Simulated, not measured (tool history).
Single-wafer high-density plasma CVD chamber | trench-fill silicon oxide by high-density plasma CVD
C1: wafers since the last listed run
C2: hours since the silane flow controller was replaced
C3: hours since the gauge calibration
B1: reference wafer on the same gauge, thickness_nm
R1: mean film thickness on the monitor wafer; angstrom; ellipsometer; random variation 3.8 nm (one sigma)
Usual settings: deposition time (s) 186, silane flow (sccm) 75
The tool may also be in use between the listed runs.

run 1 hour=0 | deposition_time_(s)=186 silane_flow_(sccm)=65 | C1=0 C2=3802.3 C3=892.5 | B1=1520.478 | R1=12483.68
run 2 hour=39.4 | deposition_time_(s)=186 silane_flow_(sccm)=65 | C1=396 C2=3841.7 C3=931.9 | B1=1519.79 | R1=12476.22
run 3 hour=87.5 | deposition_time_(s)=186 silane_flow_(sccm)=65 | C1=483 C2=3889.8 C3=980 | B1=1519.786 | R1=12448.54
run 4 hour=148.9 | deposition_time_(s)=186 silane_flow_(sccm)=79 | C1=617 C2=3951.2 C3=1041.4 | B1=1518.307 | R1=15193.76
run 5 hour=180 | deposition_time_(s)=186 silane_flow_(sccm)=79 | C1=312 C2=3982.3 C3=1072.5 | B1=1521.973 | R1=15227.48
run 6 hour=223.4 | deposition_time_(s)=158 silane_flow_(sccm)=75 | C1=436 C2=4025.7 C3=1115.9 | B1=1519.098 | R1=12264.77
run 7 hour=256.2 | deposition_time_(s)=186 silane_flow_(sccm)=75 | C1=329 C2=4058.5 C3=1148.7 | B1=1520.337 | R1=14381.43
run 8 hour=323.6 | deposition_time_(s)=186 silane_flow_(sccm)=75 | C1=677 C2=4125.9 C3=1216.1 | B1=1520.449 | R1=14521.84
run 9 hour=378.7 | deposition_time_(s)=186 silane_flow_(sccm)=75 | C1=554 C2=4181 C3=1271.2 | B1=1521.113 | R1=14382.11
run 10 hour=432.9 | deposition_time_(s)=186 silane_flow_(sccm)=75 | C1=545 C2=4235.2 C3=1325.4 | B1=1520.936 | R1=14351.86
run 11 hour=556.8 | deposition_time_(s)=186 silane_flow_(sccm)=75 | C1=1245 C2=4359.1 C3=1449.3 | B1=1519.926 | R1=14390.17
run 12 hour=587.1 | deposition_time_(s)=186 silane_flow_(sccm)=83 | C1=304 C2=4389.4 C3=1479.6 | B1=1519.058 | R1=15994.32
run 13 hour=625.8 | deposition_time_(s)=186 silane_flow_(sccm)=83 | C1=389 C2=4428.1 C3=1518.3 | B1=1519.357 | R1=15932.05
run 14 hour=652.1 | deposition_time_(s)=186 silane_flow_(sccm)=83 | C1=264 C2=4454.4 C3=1544.6 | B1=1518.769 | R1=15941.6
run 15 hour=680.5 | deposition_time_(s)=186 silane_flow_(sccm)=75 | C1=285 C2=4482.8 C3=1573 | B1=1520.546 | R1=14434.14
run 16 hour=729.9 | deposition_time_(s)=186 silane_flow_(sccm)=75 | C1=496 C2=4532.2 C3=1622.4 | B1=1519.939 | R1=14430.07
run 17 hour=773.6 | deposition_time_(s)=199 silane_flow_(sccm)=75 | C1=439 C2=4575.9 C3=1666.1 | B1=1520.451 | R1=15448.73
run 18 hour=804.4 | deposition_time_(s)=199 silane_flow_(sccm)=75 | C1=309 C2=4606.7 C3=1696.9 | B1=1520.186 | R1=15511.75
run 19 hour=840 | deposition_time_(s)=157 silane_flow_(sccm)=75 | C1=357 C2=4642.3 C3=1732.5 | B1=1520.941 | R1=12242.27
run 20 hour=892.3 | deposition_time_(s)=157 silane_flow_(sccm)=75 | C1=525 C2=4694.6 C3=1784.8 | B1=1519.894 | R1=12227.02
run 21 hour=927.8 | deposition_time_(s)=157 silane_flow_(sccm)=75 | C1=356 C2=4730.1 C3=1820.3 | B1=1521.666 | R1=12191.72
run 22 hour=980 | deposition_time_(s)=186 silane_flow_(sccm)=75 | C1=524 C2=4782.3 C3=1872.5 | B1=1518.062 | R1=14474.63
run 23 hour=1013.4 | deposition_time_(s)=186 silane_flow_(sccm)=75 | C1=335 C2=4815.7 C3=1905.9 | B1=1522.316 | R1=14480.9
run 24 hour=1064.1 | deposition_time_(s)=171 silane_flow_(sccm)=83 | C1=509 C2=4866.4 C3=1956.6 | B1=1520.319 | R1=14709.01
run 25 hour=1093.6 | deposition_time_(s)=211 silane_flow_(sccm)=62 | C1=296 C2=4895.9 C3=1986.1 | B1=1519.891 | R1=13610.57
-- hour=1108.3 silane flow controller replaced
run 26 hour=1139.1 | deposition_time_(s)=170 silane_flow_(sccm)=67 | C1=377 C2=30.8 C3=2031.6 | B1=1520.323 | R1=11124.77
run 27 hour=1164.1 | deposition_time_(s)=198 silane_flow_(sccm)=70 | C1=251 C2=55.8 C3=2056.6 | B1=1520.738 | R1=13612.58
-- hour=1180 gauge calibrated
run 28 hour=1289.4 | deposition_time_(s)=186 silane_flow_(sccm)=75 | C1=1260 C2=181.1 C3=109.4 | B1=1520.869 | R1=13726.94
run 29 hour=1353.8 | deposition_time_(s)=175 silane_flow_(sccm)=75 | C1=647 C2=245.5 C3=173.8 | B1=1520.776 | R1=12960.65
run 30 hour=1394.7 | deposition_time_(s)=206 silane_flow_(sccm)=89 | C1=411 C2=286.4 C3=214.7 | B1=1520.911 | R1=18153.25
run 31 hour=1434.2 | deposition_time_(s)=186 silane_flow_(sccm)=61 | C1=397 C2=325.9 C3=254.2 | B1=1519.224 | R1=11210.28
run 32 hour=1482.8 | deposition_time_(s)=222 silane_flow_(sccm)=64 | C1=488 C2=374.5 C3=302.8 | B1=1519.597 | R1=14000.65
run 33 hour=1548.7 | deposition_time_(s)=186 silane_flow_(sccm)=75 | C1=662 C2=440.4 C3=368.7 | B1=1520.068 | R1=13827.81
run 34 hour=1605.8 | deposition_time_(s)=186 silane_flow_(sccm)=75 | C1=574 C2=497.5 C3=425.8 | B1=1519.928 | R1=13878.58
run 35 hour=1702.4 | deposition_time_(s)=201 silane_flow_(sccm)=62 | C1=971 C2=594.1 C3=522.4 | B1=1518.178 | R1=12416.13
run 36 hour=1730.8 | deposition_time_(s)=186 silane_flow_(sccm)=75 | C1=285 C2=622.5 C3=550.8 | B1=1519.941 | R1=14021.23
run 37 hour=1756.3 | deposition_time_(s)=216 silane_flow_(sccm)=86 | C1=256 C2=648 C3=576.3 | B1=1519.665 | R1=18579.55
run 38 hour=1812.8 | deposition_time_(s)=159 silane_flow_(sccm)=80 | C1=568 C2=704.5 C3=632.8 | B1=1518.529 | R1=12673.72
run 39 hour=1865 | deposition_time_(s)=211 silane_flow_(sccm)=68 | C1=524 C2=756.7 C3=685 | B1=1520.124 | R1=14351.78
run 40 hour=1926.1 | deposition_time_(s)=160 silane_flow_(sccm)=62 | C1=614 C2=817.8 C3=746.1 | B1=1521.109 | R1=10001.62
run 41 hour=1988.8 | deposition_time_(s)=165 silane_flow_(sccm)=70 | C1=630 C2=880.5 C3=808.8 | B1=1519.516 | R1=11594.25
run 42 hour=2186 | deposition_time_(s)=199 silane_flow_(sccm)=75 | C1=1983 C2=1077.7 C3=1006 | B1=1519.595 | R1=15082.48
run 43 hour=2238.9 | deposition_time_(s)=221 silane_flow_(sccm)=65 | C1=531 C2=1130.6 C3=1058.9 | B1=1521.42 | R1=14467.83
run 44 hour=2284.1 | deposition_time_(s)=161 silane_flow_(sccm)=79 | C1=454 C2=1175.8 C3=1104.1 | B1=1518.868 | R1=12863.68
run 45 hour=2328.9 | deposition_time_(s)=223 silane_flow_(sccm)=85 | C1=450 C2=1220.6 C3=1148.9 | B1=1521.905 | R1=19177.1
run 46 hour=2381.7 | deposition_time_(s)=186 silane_flow_(sccm)=64 | C1=530 C2=1273.4 C3=1201.7 | B1=1520.125 | R1=12010.8

Forecast each of these 3 alternatives for the next run:
run A hour=2382.2 | deposition_time_(s)=186 silane_flow_(sccm)=90 | C1=5 C2=1273.9 C3=1202.2 | B1=? | R1=?
run B hour=2382.2 | deposition_time_(s)=186 silane_flow_(sccm)=68 | C1=5 C2=1273.9 C3=1202.2 | B1=? | R1=?
run C hour=2382.2 | deposition_time_(s)=168 silane_flow_(sccm)=75 | C1=5 C2=1273.9 C3=1202.2 | B1=? | R1=?

run=A B1=1520.451 R1=16919.8
run=B B1=1520.451 R1=12783.85
run=C B1=1520.451 R1=12735.33
Without the tool's hidden state the same runs would have given:
run=A R1=16367.13
run=B R1=12366.27
run=C R1=12319.34
